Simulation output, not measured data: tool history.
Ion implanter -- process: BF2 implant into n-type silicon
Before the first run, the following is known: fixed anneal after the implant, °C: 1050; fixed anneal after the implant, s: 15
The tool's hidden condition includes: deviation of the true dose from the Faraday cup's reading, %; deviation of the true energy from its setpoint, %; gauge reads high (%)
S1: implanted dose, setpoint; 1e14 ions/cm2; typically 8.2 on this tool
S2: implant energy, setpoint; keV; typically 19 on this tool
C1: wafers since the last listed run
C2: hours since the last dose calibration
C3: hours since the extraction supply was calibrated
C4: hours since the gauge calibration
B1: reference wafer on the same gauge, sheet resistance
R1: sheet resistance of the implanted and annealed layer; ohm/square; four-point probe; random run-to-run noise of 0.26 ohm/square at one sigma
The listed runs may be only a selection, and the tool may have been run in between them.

run,hour,S1,S2,C1,C2,C3,C4,B1,R1
1,0,8.2,19,0,1050.2,2572.5,20.2,167.99,171.11
2,26.5,8.2,19,777,1076.7,2599,46.7,168.03,170.65
3,53.6,8.2,19,795,1103.8,2626.1,73.8,167.99,170.12
4,88,8.2,19,1009,1138.2,2660.5,108.2,167.99,170.31
# hour 106.4: Faraday cup replaced and dose calibrated
5,116.9,8.2,19,613,10.5,2689.4,137.1,168.05,175.23
6,130.7,8.2,19,404,24.3,2703.2,150.9,168.01,175.19
7,152.5,8.2,19,639,46.1,2725,172.7,168.03,175.35
8,168.3,8.2,19,463,61.9,2740.8,188.5,167.97,175.08
9,180.4,7.47,15.5,355,74,2752.9,200.6,168,194.43
# hour 221: extraction supply calibrated
10,221.5,8.2,19,971,115.1,0.5,241.7,168,175.18
11,248,7.53,25.5,777,141.6,27,268.2,167.98,175.37
# hour 249: gauge calibrated
12,278.8,8.2,21,903,172.4,57.8,29.8,167.98,171.5
13,295.2,8.2,17,481,188.8,74.2,46.2,168.04,179.37
14,329.6,8.91,17.5,1009,223.2,108.6,80.6,167.99,169.25
15,353.6,8.2,19,704,247.2,132.6,104.6,168,174.77

Consider 3 possible next runs. They are alternatives, not a sequence: every one starts from the tool as it was left by run 15. What does each give?
A,354,10.14,19,11,247.6,133,105,?,?
B,354,8.2,22.5,11,247.6,133,105,?,?
C,354,8.2,24,11,247.6,133,105,?,?

run,B1,R1
A,168.05,154.42
B,168.05,169.16
C,168.05,167.07
With the hidden condition removed and each run's random variation left untouched, the same runs would have given:
run,R1
A,154.37
B,169.09
C,166.99
